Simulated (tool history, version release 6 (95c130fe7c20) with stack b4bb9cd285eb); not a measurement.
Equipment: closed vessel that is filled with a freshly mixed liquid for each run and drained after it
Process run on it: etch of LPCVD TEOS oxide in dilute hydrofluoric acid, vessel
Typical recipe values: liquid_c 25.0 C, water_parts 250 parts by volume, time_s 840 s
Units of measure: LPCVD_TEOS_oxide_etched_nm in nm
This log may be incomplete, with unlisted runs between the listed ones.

run,hour,liquid_c,water_parts,time_s,"read-back film thickness of the LPCVD TEOS oxide reference wafer, read on the same gauge (nm)",LPCVD_TEOS_oxide_etched_nm
1,0.0,25.0,250,840,110.01,55.00
2,12.2,25.0,250,840,109.98,55.21
3,26.2,25.0,250,840,109.98,55.18
4,43.5,25.0,250,840,110.01,54.89
5,59.0,25.0,250,1040,110.03,68.19
# hour 98.3: hydrofluoric acid flow meter replaced
6,102.3,25.0,250,1040,110.01,60.74
7,112.3,25.0,250,1175,109.97,68.53
8,127.5,25.0,250,1175,109.99,68.68
9,133.5,25.0,250,840,109.99,49.31
10,145.6,27.5,250,840,109.97,53.52
11,161.6,25.0,250,840,110.00,49.00
12,170.8,25.0,305,1060,109.98,48.06
# hour 176.7: gauge calibrated
13,181.9,26.5,350,520,110.02,20.87
# hour 190.9: thermometer replaced
14,197.5,25.0,250,840,110.00,49.46
15,206.6,25.0,170,430,109.99,40.24
16,231.3,25.0,250,840,110.00,49.37
17,244.3,27.5,250,1140,109.98,72.69
18,253.0,29.0,250,840,110.02,56.81
19,269.6,25.0,170,840,110.02,79.01

Here are 4 independent what-if runs from the current tool condition. What would each one return?
A,270.5,21.0,250,840,?,?
B,270.5,25.0,250,640,?,?
C,270.5,26.5,250,840,?,?
D,270.5,30.0,315,1050,?,?

run,"read-back film thickness of the LPCVD TEOS oxide reference wafer, read on the same gauge (nm)",LPCVD_TEOS_oxide_etched_nm
A,109.96,42.81
B,109.96,37.72
C,109.96,52.18
D,109.96,54.27
Had the tool no hidden state, the same runs would have come out as:
run,LPCVD_TEOS_oxide_etched_nm
A,42.21
B,37.17
C,51.43
D,53.44

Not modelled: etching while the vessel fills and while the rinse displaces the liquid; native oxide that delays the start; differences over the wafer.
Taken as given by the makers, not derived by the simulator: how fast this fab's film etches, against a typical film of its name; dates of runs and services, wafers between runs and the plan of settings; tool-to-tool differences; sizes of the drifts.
